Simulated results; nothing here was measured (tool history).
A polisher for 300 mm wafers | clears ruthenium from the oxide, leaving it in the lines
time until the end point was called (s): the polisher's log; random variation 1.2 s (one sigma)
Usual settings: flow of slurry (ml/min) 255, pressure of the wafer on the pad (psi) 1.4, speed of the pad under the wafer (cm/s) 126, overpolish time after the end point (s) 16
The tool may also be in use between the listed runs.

run    hour  flow of slurry (ml/min)  pressure of the wafer on the pad (psi)  speed of the pad under the wafer (cm/s)  overpolish time after the end point (s)  incoming thickness of the incoming film, nm  time until the end point was called (s)
  1       0                      255                                     1.7                                      126                                        9                                         93.4                                     79.3
  2    71.5                      255                                     1.7                                      126                                        9                                         94.4                                     80.9
  3   157.8                      255                                     1.7                                      126                                        9                                         96.9                                     85.4
  4   216.5                      255                                     1.4                                      126                                       16                                         96.2                                    101.5
  5   283.1                      255                                     1.4                                      126                                       16                                           97                                    105.9
  6   339.5                      255                                     1.4                                      126                                       16                                         94.3                                    101.6
      352.3  -- slurry nozzle cleaned
  7   411.2                      255                                     1.4                                      126                                       16                                         96.1                                    101.2
  8     479                      255                                     1.4                                      126                                       16                                         95.4                                    103.4
      493.2  -- worn pad replaced by a new one
  9     528                      255                                     1.4                                      126                                       16                                         95.1                                    101.6
      563.9  -- head pressure recalibrated
 10     618                      255                                     1.4                                      126                                       16                                         95.5                                     92.8
 11   719.8                      255                                     1.4                                      126                                       16                                         94.6                                     95.8
 12   797.5                      255                                     1.4                                      126                                        9                                         94.3                                     99.7
 13   854.7                      255                                     1.4                                      126                                        9                                         96.4                                    102.2
 14   905.3                      255                                     1.4                                      126                                        9                                         96.1                                    101.8
 15   968.5                      255                                     1.4                                      148                                       16                                         94.7                                     85.4
 16    1067                      305                                     1.8                                      126                                        9                                         94.8                                     76.7
     1095.3  -- slurry nozzle cleaned
     1106.2  -- worn pad replaced by a new one
 17  1121.1                      255                                     1.4                                      154                                       16                                         96.1                                     87.3
 18  1173.7                      255                                     1.4                                      126                                       16                                         95.1                                    103.1
 19  1219.6                      255                                     1.4                                      126                                       16                                           94                                    102.9
 20  1301.6                      255                                     1.5                                      100                                       16                                         95.1                                    121.9
     1358.3  -- head pressure recalibrated
 21  1365.2                      255                                     1.4                                      104                                       25                                         93.7                                      109
 22  1450.7                      315                                     1.4                                       86                                        8                                         96.3                                    140.6
 23  1658.2                      255                                     1.4                                      126                                       16                                         95.1                                    102.3
 24  1765.3                      255                                     1.4                                      126                                        9                                         95.9                                    105.8
     1808.5  -- worn pad replaced by a new one, of another model than before
 25  1811.8                      255                                     1.4                                      126                                       16                                         94.5                                       97
     1854.1  -- slurry nozzle cleaned
 26  1874.2                      255                                     1.4                                       86                                       16                                         93.9                                      129
 27  1967.9                      255                                     1.4                                      126                                       16                                         95.5                                    101.3
 28  2025.7                      285                                     1.1                                      152                                        6                                         94.3                                     95.2
     2064.3  -- head pressure recalibrated
 29  2080.4                      230                                     1.6                                      146                                       12                                           94                                     76.2
 30  2176.5                      255                                     1.4                                      126                                        9                                         95.8                                     94.4
 31  2228.9                      255                                       1                                      126                                       21                                         94.1                                    118.2
 32  2274.8                      170                                     1.4                                      126                                       16                                         94.9                                     99.1
     2440.5  -- worn pad replaced by a new one
 33  2549.4                      255                                     1.4                                      126                                       16                                         94.1                                     99.3
     2592.8  -- slurry nozzle cleaned
 34  2621.6                      305                                     1.1                                      126                                        7                                         94.7                                    112.6
 35  2661.5                      180                                     1.8                                      126                                       21                                         95.5                                     86.6
 36  2761.3                      255                                     1.4                                      126                                       16                                         95.7                                    100.6

Measured less the same run without the tool's hidden state. The same run-to-run variation is in both; the gauge's scatter may not be:
The hidden state here: removal rate lost through wear of the pad, %; slurry flow missing at the pad, %; deviation of the head's pressure from its setpoint, %.
run  time until the end point was called (s)
  1                                     +4.1
  2                                     +5.4
  3                                     +6.8
  4                                     +8.7
  5                                     +9.6
  6                                     +9.6
  7                                      +10
  8                                    +10.5
  9                                    +10.5
 10                                     +1.7
 11                                     +4.9
 12                                     +6.9
 13                                     +8.1
 14                                     +8.9
 15                                       +8
 16                                     +7.8
 17                                     +9.2
 18                                    +11.1
 19                                    +11.3
 20                                    +13.8
 21                                     +0.6
 22                                     +5.7
 23                                     +9.2
 24                                    +10.9
 25                                     +6.5
 26                                       +9
 27                                     +7.4
 28                                     +7.1
 29                                       +1
 30                                     +3.4
 31                                     +5.5
 32                                     +5.2
 33                                     +7.5
 34                                     +8.9
 35                                     +6.9
 36                                     +8.3
